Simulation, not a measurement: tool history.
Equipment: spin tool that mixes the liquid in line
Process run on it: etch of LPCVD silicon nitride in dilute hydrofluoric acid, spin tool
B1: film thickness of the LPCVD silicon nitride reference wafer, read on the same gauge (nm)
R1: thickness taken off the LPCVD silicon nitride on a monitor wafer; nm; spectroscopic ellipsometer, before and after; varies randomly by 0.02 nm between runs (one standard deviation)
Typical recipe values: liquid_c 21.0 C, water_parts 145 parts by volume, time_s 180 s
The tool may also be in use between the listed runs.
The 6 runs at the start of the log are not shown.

Run 7, hour 374.8: usual settings; B1 140.022. Result: R1 0.548 nm.
Run 8, hour 476.3: usual settings; B1 140.025. Result: R1 0.577 nm.
Run 9, hour 517.5: usual settings; B1 140.022. Result: R1 0.536 nm.
Run 10, hour 652.5: usual settings; B1 140.005. Result: R1 0.607 nm.
Run 11, hour 750.0: usual settings but liquid_c 23.0 C; B1 140.041. Result: R1 0.645 nm.
Run 12, hour 835.4: usual settings; B1 140.003. Result: R1 0.577 nm.
Run 13, hour 877.2: usual settings; B1 140.014. Result: R1 0.581 nm.
Run 14, hour 934.8: usual settings; B1 140.002. Result: R1 0.529 nm.
Run 15, hour 985.1: usual settings; B1 140.037. Result: R1 0.598 nm.
At hour 1127.1: hydrofluoric acid flow meter replaced.
Run 16, hour 1201.9: usual settings; B1 139.992. Result: R1 0.643 nm.

Predict the results of run 17:
Run 17, hour 1238.3: usual settings but liquid_c 19.5 C, water_parts 85 parts by volume, time_s 140 s; B1 ?. Result: R1 ?.

{"run 17": {"B1": 139.987, "R1": 0.697}}
The same run, on a tool lacking any hidden state, would have yielded R1 0.595 nm.

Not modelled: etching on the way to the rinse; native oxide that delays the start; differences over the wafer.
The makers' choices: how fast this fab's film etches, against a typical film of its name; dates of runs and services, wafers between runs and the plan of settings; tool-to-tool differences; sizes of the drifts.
